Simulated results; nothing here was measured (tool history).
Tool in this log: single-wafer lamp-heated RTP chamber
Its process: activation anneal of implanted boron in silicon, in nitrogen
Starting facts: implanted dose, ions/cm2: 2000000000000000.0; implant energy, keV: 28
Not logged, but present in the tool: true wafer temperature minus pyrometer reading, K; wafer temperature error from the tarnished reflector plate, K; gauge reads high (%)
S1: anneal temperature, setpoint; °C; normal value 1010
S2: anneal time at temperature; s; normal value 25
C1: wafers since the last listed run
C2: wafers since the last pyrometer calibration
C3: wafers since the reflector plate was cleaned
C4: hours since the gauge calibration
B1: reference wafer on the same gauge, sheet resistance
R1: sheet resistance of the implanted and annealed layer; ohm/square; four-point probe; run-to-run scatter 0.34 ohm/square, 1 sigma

run 1 day=0.000 | S1=1010 S2=25 | C1=0 C2=1100 C3=9953 C4=241.3 | B1=76.99 | R1=68.73
run 2 day=1.817 | S1=1010 S2=25 | C1=460 C2=1561 C3=10414 C4=284.9 | B1=76.96 | R1=68.49
run 3 day=5.750 | S1=1010 S2=25 | C1=998 C2=2560 C3=11412 C4=379.3 | B1=77.07 | R1=68.30
run 4 day=8.996 | S1=1010 S2=20 | C1=823 C2=3383 C3=12236 C4=457.2 | B1=77.05 | R1=68.46
run 5 day=11.650 | S1=989 S2=25 | C1=673 C2=4057 C3=12909 C4=520.9 | B1=76.97 | R1=72.49
-- day=13.458 reflector plate cleaned
run 6 day=13.646 | S1=1010 S2=25 | C1=421 C2=4479 C3=47 C4=568.8 | B1=76.98 | R1=69.47
-- day=14.700 pyrometer window cleaned and pyrometer calibrated
run 7 day=16.846 | S1=1010 S2=25 | C1=727 C2=544 C3=774 C4=645.6 | B1=77.04 | R1=70.09
run 8 day=19.779 | S1=997 S2=14 | C1=744 C2=1288 C3=1519 C4=716.0 | B1=77.00 | R1=74.93
run 9 day=21.967 | S1=1010 S2=29 | C1=555 C2=1843 C3=2074 C4=768.5 | B1=77.02 | R1=69.05
run 10 day=24.967 | S1=1023 S2=25 | C1=761 C2=2605 C3=2835 C4=840.5 | B1=77.00 | R1=67.17
run 11 day=26.596 | S1=1025 S2=18 | C1=413 C2=3018 C3=3248 C4=879.6 | B1=77.05 | R1=67.13
run 12 day=28.158 | S1=1028 S2=21 | C1=396 C2=3415 C3=3645 C4=917.1 | B1=77.08 | R1=66.07
run 13 day=30.217 | S1=981 S2=18 | C1=522 C2=3937 C3=4167 C4=966.5 | B1=76.95 | R1=80.21
-- day=30.275 gauge calibrated
run 14 day=33.354 | S1=1010 S2=32 | C1=796 C2=4733 C3=4963 C4=73.9 | B1=76.95 | R1=68.57
-- day=35.858 pyrometer window cleaned and pyrometer calibrated
run 15 day=40.338 | S1=1010 S2=25 | C1=1687 C2=1136 C3=6651 C4=241.5 | B1=77.05 | R1=69.05

Predict each of these 5 candidate next runs independently; none follows another, all start after run 15:
run A day=40.354 | S1=1010 S2=25 | C1=4 C2=1140 C3=6655 C4=241.9 | B1=? | R1=?
run B day=40.354 | S1=988 S2=17 | C1=4 C2=1140 C3=6655 C4=241.9 | B1=? | R1=?
run C day=40.354 | S1=1039 S2=39 | C1=4 C2=1140 C3=6655 C4=241.9 | B1=? | R1=?
run D day=40.354 | S1=1022 S2=25 | C1=4 C2=1140 C3=6655 C4=241.9 | B1=? | R1=?
run E day=40.354 | S1=991 S2=32 | C1=4 C2=1140 C3=6655 C4=241.9 | B1=? | R1=?

run=A B1=76.91 R1=68.92
run=B B1=76.91 R1=76.28
run=C B1=76.91 R1=63.52
run=D B1=76.91 R1=66.86
run=E B1=76.91 R1=72.59
Take away the tool's hidden state, keep each run's random variation, and the runs would have read:
run=A R1=69.96
run=B R1=78.60
run=C R1=64.13
run=D R1=67.71
run=E R1=74.23
